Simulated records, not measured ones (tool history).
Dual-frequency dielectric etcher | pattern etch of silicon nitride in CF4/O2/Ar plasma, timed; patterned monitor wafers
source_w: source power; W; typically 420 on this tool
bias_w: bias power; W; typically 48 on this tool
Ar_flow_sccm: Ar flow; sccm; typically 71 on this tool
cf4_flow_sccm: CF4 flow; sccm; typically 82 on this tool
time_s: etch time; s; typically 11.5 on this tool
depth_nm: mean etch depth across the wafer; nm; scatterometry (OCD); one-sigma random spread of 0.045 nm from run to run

run	hour	source_w	bias_w	Ar_flow_sccm	cf4_flow_sccm	time_s	wafers since the last listed run	hours since the last wet clean	hours since the last source power generator calibration	hours since the last bias power generator calibration	hours since the last Ar flow controller change	hours since the last CF4 flow controller change	hours since the last upper electrode change	hours since the gauge calibration	read-back reference wafer on the same gauge, depth_nm	depth_nm
1	0	350	48	71	82	11.5	0	27.1	2771.4	2236.1	5355.6	195.5	3530.7	1187.6	20.18	17.51
2	67.1	420	48	71	82	11.5	1234	94.2	2838.5	2303.2	5422.7	262.6	3597.8	1254.7	20.19	20.36
3	169.2	420	48	71	82	11.5	1877	196.3	2940.6	2405.3	5524.8	364.7	3699.9	1356.8	20.2	20.32
4	245.3	380	48	71	82	11.5	1399	272.4	3016.7	2481.4	5600.9	440.8	3776	1432.9	20.2	18.85
5	289.5	380	48	71	82	11.5	812	316.6	3060.9	2525.6	5645.1	485	3820.2	1477.1	20.21	18.88
# hour 313: source power generator calibrated
6	338.5	420	48	71	82	11.5	827	365.6	25.5	2574.6	5694.1	534	3869.2	1526.1	20.22	20.42
7	403.6	420	55	88	82	11.5	1197	430.7	90.6	2639.7	5759.2	599.1	3934.3	1591.2	20.2	21.24
# hour 449.1: wet clean of the chamber
# hour 451: upper electrode replaced, of another model than before
8	454.7	420	48	81	102	8.5	464	5.6	141.7	2690.8	5810.3	650.2	3.7	1642.3	20.18	15.54
# hour 479.6: Ar flow controller replaced
9	528.9	420	48	71	99	13.5	1254	79.8	215.9	2765	49.3	724.4	77.9	1716.5	20.21	24.89
# hour 576.5: bias power generator calibrated
10	607.1	420	48	71	82	11.5	1364	158	294.1	30.6	127.5	802.6	156.1	1794.7	20.2	20.02
# hour 670.7: gauge calibrated
11	710.3	420	48	63	82	11.5	1898	261.2	397.3	133.8	230.7	905.8	259.3	39.6	20.19	20.37
12	758.5	420	48	71	82	10.5	886	309.4	445.5	182	278.9	954	307.5	87.8	20.19	18.26
13	832.8	420	48	71	82	11.5	1366	383.7	519.8	256.3	353.2	1028.3	381.8	162.1	20.21	20.04
# hour 904.6: wet clean of the chamber
14	905.1	420	48	71	97	11.5	888	0.5	592.1	328.6	425.5	1100.6	454.1	234.4	20.21	20.53
15	946.7	420	48	71	82	9	765	42.1	633.7	370.2	467.1	1142.2	495.7	276	20.21	15.75
16	996.3	320	48	81	82	13	912	91.7	683.3	419.8	516.7	1191.8	545.3	325.6	20.21	15.24
17	1088	340	48	71	82	10.5	1686	183.4	775	511.5	608.4	1283.5	637	417.3	20.18	13.67
18	1137.8	420	59	71	82	10	915	233.2	824.8	561.3	658.2	1333.3	686.8	467.1	20.2	19.71
19	1193.9	340	48	78	82	11.5	1031	289.3	880.9	617.4	714.3	1389.4	742.9	523.2	20.19	14.87
20	1248.7	420	43	71	82	10	1007	344.1	935.7	672.2	769.1	1444.2	797.7	578	20.2	16.34
# hour 1334.8: wet clean of the chamber
21	1335.3	420	48	71	82	11.5	1151	0.5	1022.3	758.8	855.7	1530.8	884.3	664.6	20.2	20.08
22	1419.7	420	42	84	82	11.5	1552	84.9	1106.7	843.2	940.1	1615.2	968.7	749	20.2	18.18

What was the tool's hidden state at every run in the log?
etch rate over this chamber's usual, %: 0 across all the runs
source power that arrives over what is set, %: 0 across all the runs
Ar flow that arrives over what is set, %: 0 across all the runs
CF4 flow that arrives over what is set, %: 0 across all the runs
gauge reads high (%): 0 across all the runs
H1: bias power that arrives over what is set, %
run	H1
1	3.88
2	4.11
3	4.48
4	4.76
5	4.93
6	5.12
7	5.38
8	5.59
9	5.89
10	-0.0653
11	-0.0523
12	-0.0407
13	-0.0159
14	0.0163
15	0.0384
16	0.0683
17	0.133
18	0.174
19	0.224
20	0.278
21	0.373
22	0.476
